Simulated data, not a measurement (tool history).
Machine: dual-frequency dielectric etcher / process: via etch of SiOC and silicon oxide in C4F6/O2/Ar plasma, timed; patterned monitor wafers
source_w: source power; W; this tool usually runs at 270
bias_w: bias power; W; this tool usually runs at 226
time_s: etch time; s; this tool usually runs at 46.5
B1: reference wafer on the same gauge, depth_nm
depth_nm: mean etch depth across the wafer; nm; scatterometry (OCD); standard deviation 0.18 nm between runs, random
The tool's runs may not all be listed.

Run 1, hour 0: usual settings; B1 42.82. Result: depth_nm 45.35 nm.
Run 2, hour 6.4: usual settings; B1 42.76. Result: depth_nm 45.02 nm.
Run 3, hour 16.2: usual settings; B1 42.83. Result: depth_nm 45.3 nm.
Run 4, hour 26.8: usual settings; B1 42.8. Result: depth_nm 45.34 nm.
Run 5, hour 34.8: usual settings; B1 42.81. Result: depth_nm 45.33 nm.
Run 6, hour 52: usual settings; B1 42.81. Result: depth_nm 45.13 nm.
Run 7, hour 60.9: usual settings; B1 42.78. Result: depth_nm 45.23 nm.
Run 8, hour 77.8: usual settings; B1 42.82. Result: depth_nm 45.15 nm.
Run 9, hour 91.6: usual settings; B1 42.82. Result: depth_nm 44.99 nm.
At hour 121.1: wet clean of the chamber.
Run 10, hour 121.6: usual settings; B1 42.82. Result: depth_nm 43.99 nm.
Run 11, hour 122: usual settings; B1 42.8. Result: depth_nm 44.08 nm.
Run 12, hour 133.9: usual settings; B1 42.8. Result: depth_nm 43.94 nm.
Run 13, hour 147.1: usual settings; B1 42.8. Result: depth_nm 44.02 nm.
At hour 177.9: wet clean of the chamber, repeated, since the last time left the tool worse.
At hour 180: source power generator calibrated.
Run 14, hour 180.5: usual settings; B1 42.78. Result: depth_nm 45.76 nm.
Run 15, hour 180.9: usual settings but bias_w 272 W; B1 42.82. Result: depth_nm 48.33 nm.
Run 16, hour 181.2: usual settings but source_w 290 W, bias_w 250 W, time_s 56.5 s; B1 42.78. Result: depth_nm 58.13 nm.
At hour 213.8: upper electrode replaced.
Run 17, hour 214.3: usual settings but source_w 220 W, bias_w 183 W; B1 42.81. Result: depth_nm 40.25 nm.
Run 18, hour 214.7: usual settings but source_w 230 W, bias_w 172 W, time_s 56.5 s; B1 42.8. Result: depth_nm 49.31 nm.
At hour 223.5: bias power generator calibrated.
Run 19, hour 224: usual settings but source_w 200 W, bias_w 250 W; B1 42.83. Result: depth_nm 42.79 nm.
Run 20, hour 268.4: usual settings; B1 42.8. Result: depth_nm 45.73 nm.
At hour 270.6: gauge calibrated.
Run 21, hour 279.6: usual settings; B1 42.82. Result: depth_nm 45.65 nm.
Run 22, hour 287.3: usual settings but source_w 290 W, bias_w 176 W, time_s 54 s; B1 42.79. Result: depth_nm 50.46 nm.
Run 23, hour 295.5: usual settings but time_s 56 s; B1 42.8. Result: depth_nm 54.6 nm.
Run 24, hour 302: usual settings but source_w 230 W, bias_w 244 W, time_s 50 s; B1 42.81. Result: depth_nm 47.72 nm.
Run 25, hour 317.4: usual settings; B1 42.8. Result: depth_nm 45.56 nm.
Run 26, hour 335.1: usual settings but source_w 250 W, bias_w 207 W, time_s 50.5 s; B1 42.83. Result: depth_nm 46.73 nm.
Run 27, hour 365.4: usual settings; B1 42.78. Result: depth_nm 44.99 nm.
Run 28, hour 373.8: usual settings but source_w 240 W, bias_w 247 W, time_s 35.5 s; B1 42.78. Result: depth_nm 34.19 nm.
Run 29, hour 385.2: usual settings but source_w 250 W, time_s 56.5 s; B1 42.83. Result: depth_nm 53.53 nm.

What if the next run were any one of these 5? Each begins from the tool's condition after run 29:
Run A, hour 385.6: usual settings; B1 ?. Result: depth_nm ?.
Run B, hour 385.6: usual settings but source_w 330 W, time_s 37.5 s; B1 ?. Result: depth_nm ?.
Run C, hour 385.6: usual settings but source_w 290 W, bias_w 245 W, time_s 50 s; B1 ?. Result: depth_nm ?.
Run D, hour 385.6: usual settings but source_w 310 W, bias_w 211 W, time_s 42.5 s; B1 ?. Result: depth_nm ?.
Run E, hour 385.6: usual settings but source_w 300 W, time_s 33 s; B1 ?. Result: depth_nm ?.

run     B1  depth_nm
  A  42.79     45.12
  B  42.79     38.84
  C  42.79      50.8
  D  42.79     42.32
  E  42.79     33.13
The same runs, with their run-to-run variation unchanged, on a tool lacking any hidden condition would have given:
run  depth_nm
  A     45.93
  B     39.53
  C      51.7
  D     43.07
  E     33.72
